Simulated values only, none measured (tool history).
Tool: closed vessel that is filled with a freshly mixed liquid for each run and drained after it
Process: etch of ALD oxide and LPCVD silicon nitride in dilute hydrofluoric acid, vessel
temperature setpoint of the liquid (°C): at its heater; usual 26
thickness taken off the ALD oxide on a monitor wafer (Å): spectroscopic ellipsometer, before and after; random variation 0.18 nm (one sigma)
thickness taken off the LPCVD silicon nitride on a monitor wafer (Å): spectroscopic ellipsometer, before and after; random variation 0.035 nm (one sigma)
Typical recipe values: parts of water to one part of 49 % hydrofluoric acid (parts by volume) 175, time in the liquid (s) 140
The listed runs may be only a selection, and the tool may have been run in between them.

run   hour  temperature setpoint of the liquid (°C)  parts of water to one part of 49 % hydrofluoric acid (parts by volume)  time in the liquid (s)  wafers since the last listed run  hours since the thermometer was replaced  hours since the hydrofluoric acid flow meter was replaced  hours since the gauge calibration  read-back film thickness of the ALD oxide reference wafer, read on the same gauge (nm)  read-back film thickness of the LPCVD silicon nitride reference wafer, read on the same gauge (nm)  thickness taken off the ALD oxide on a monitor wafer (Å)  thickness taken off the LPCVD silicon nitride on a monitor wafer (Å)
  1      0                                       26                                                                     175                     140                                 0                                    1872.3                                                     1399.6                              554.8                                                                                      60                                                                                             130.023                                                     201.8                                                                  4.78
  2   19.2                                       26                                                                     175                     140                              1663                                    1891.5                                                     1418.8                                574                                                                                   60.03                                                                                             129.987                                                     202.5                                                                  4.45
  3   38.7                                       26                                                                     230                     140                              1689                                      1911                                                     1438.3                              593.5                                                                                      60                                                                                             129.996                                                     144.4                                                                  3.13
  4   58.2                                     29.5                                                                     250                      95                              1689                                    1930.5                                                     1457.8                                613                                                                                      60                                                                                             130.034                                                     103.1                                                                  2.88
  5   76.2                                       26                                                                     200                     140                              1559                                    1948.5                                                     1475.8                                631                                                                                   59.98                                                                                             130.025                                                       173                                                                  3.97
      85.3  -- hydrofluoric acid flow meter replaced
  6   91.9                                       26                                                                     230                     140                              1273                                    1964.2                                                        6.6                              646.7                                                                                   60.01                                                                                             130.007                                                     125.8                                                                     3
  7  116.3                                     24.5                                                                     175                     140                              2113                                    1988.6                                                         31                              671.1                                                                                   59.99                                                                                                 130                                                     163.4                                                                   3.4
     119.7  -- thermometer replaced
  8  175.7                                     30.5                                                                     200                     175                              5059                                        56                                                       90.4                              730.5                                                                                      60                                                                                             129.984                                                     237.5                                                                  7.02
  9  209.6                                       26                                                                     175                     175                              2936                                      89.9                                                      124.3                              764.4                                                                                   60.01                                                                                             129.954                                                     241.5                                                                  5.67
 10  236.3                                     28.5                                                                     175                      65                              2313                                     116.6                                                        151                              791.1                                                                                   59.99                                                                                             129.981                                                      97.6                                                                  2.51
 11  259.2                                     22.5                                                                     240                     170                              1983                                     139.5                                                      173.9                                814                                                                                      60                                                                                             129.992                                                       139                                                                  3.59
 12  272.2                                       29                                                                     110                     165                              1126                                     152.5                                                      186.9                                827                                                                                   59.99                                                                                             130.026                                                     431.8                                                                 11.58
 13  287.9                                       22                                                                     175                      85                              1360                                     168.2                                                      202.6                              842.7                                                                                   59.99                                                                                             129.958                                                      99.6                                                                  2.49
 14  304.3                                       24                                                                     240                     165                              1420                                     184.6                                                        219                              859.1                                                                                   60.01                                                                                              129.99                                                       141                                                                  3.62
 15  334.3                                       23                                                                     235                     140                              2598                                     214.6                                                        249                              889.1                                                                                   60.03                                                                                             130.009                                                     120.7                                                                  3.18
 16  369.2                                     22.5                                                                     175                     140                              3023                                     249.5                                                      283.9                                924                                                                                      60                                                                                             129.987                                                       167                                                                  3.47
     379.1  -- gauge calibrated
 17  384.6                                       26                                                                     175                     140                              1334                                     264.9                                                      299.3                                5.5                                                                                   60.01                                                                                             129.983                                                     193.1                                                                  4.93
 18  399.2                                       30                                                                     220                     120                              1264                                     279.5                                                      313.9                               20.1                                                                                   59.99                                                                                             130.003                                                     142.9                                                                   4.3
 19    431                                       23                                                                     175                     175                              2754                                     311.3                                                      345.7                               51.9                                                                                   60.01                                                                                             129.998                                                     215.1                                                                  5.48
 20    457                                       22                                                                     110                     140                              2252                                     337.3                                                      371.7                               77.9                                                                                   60.02                                                                                             129.993                                                     283.7                                                                  5.11
 21  483.4                                       26                                                                     255                      70                              2287                                     363.7                                                      398.1                              104.3                                                                                      60                                                                                             130.049                                                      60.7                                                                  1.61
 22  511.9                                       26                                                                     175                     140                              2469                                     392.2                                                      426.6                              132.8                                                                                   59.98                                                                                             130.035                                                     195.2                                                                  4.82
 23  530.3                                       26                                                                     175                     140                              1594                                     410.6                                                        445                              151.2                                                                                   60.02                                                                                             129.996                                                     191.2                                                                  4.64
 24  555.3                                       26                                                                     205                     195                              2165                                     435.6                                                        470                              176.2                                                                                   60.01                                                                                             130.011                                                     224.6                                                                  6.22
 25  578.1                                       26                                                                     175                     140                              1975                                     458.4                                                      492.8                                199                                                                                   59.99                                                                                             129.971                                                       196                                                                   4.7
 26  613.5                                       24                                                                     175                     140                              3066                                     493.8                                                      528.2                              234.4                                                                                   59.99                                                                                             130.008                                                       181                                                                  4.32

Each row is a separate what-if for the run after 26, all from the same tool condition, not one after another. Results?
  A  614.2                                       26                                                                     130                     140                                60                                     494.5                                                      528.9                              235.1                                                                                       ?                                                                                                   ?                                                         ?                                                                     ?
  B  614.2                                       26                                                                     265                     175                                60                                     494.5                                                      528.9                              235.1                                                                                       ?                                                                                                   ?                                                         ?                                                                     ?
  C  614.2                                     28.5                                                                     175                     190                                60                                     494.5                                                      528.9                              235.1                                                                                       ?                                                                                                   ?                                                         ?                                                                     ?
  D  614.2                                       26                                                                     175                      75                                60                                     494.5                                                      528.9                              235.1                                                                                       ?                                                                                                   ?                                                         ?                                                                     ?

run  read-back film thickness of the ALD oxide reference wafer, read on the same gauge (nm)  read-back film thickness of the LPCVD silicon nitride reference wafer, read on the same gauge (nm)  thickness taken off the ALD oxide on a monitor wafer (Å)  thickness taken off the LPCVD silicon nitride on a monitor wafer (Å)
  A                                                                                   60.02                                                                                             130.029                                                     277.6                                                                  6.82
  B                                                                                   60.02                                                                                             130.029                                                     147.4                                                                   4.2
  C                                                                                   60.02                                                                                             130.029                                                     291.7                                                                  8.06
  D                                                                                   60.02                                                                                             130.029                                                       105                                                                  2.72
Had the tool no hidden state, the same runs would have come out as:
run  thickness taken off the ALD oxide on a monitor wafer (Å)  thickness taken off the LPCVD silicon nitride on a monitor wafer (Å)
  A                                                     268.5                                                                  6.78
  B                                                     141.3                                                                  4.16
  C                                                     280.9                                                                  7.99
  D                                                     101.2                                                                   2.7

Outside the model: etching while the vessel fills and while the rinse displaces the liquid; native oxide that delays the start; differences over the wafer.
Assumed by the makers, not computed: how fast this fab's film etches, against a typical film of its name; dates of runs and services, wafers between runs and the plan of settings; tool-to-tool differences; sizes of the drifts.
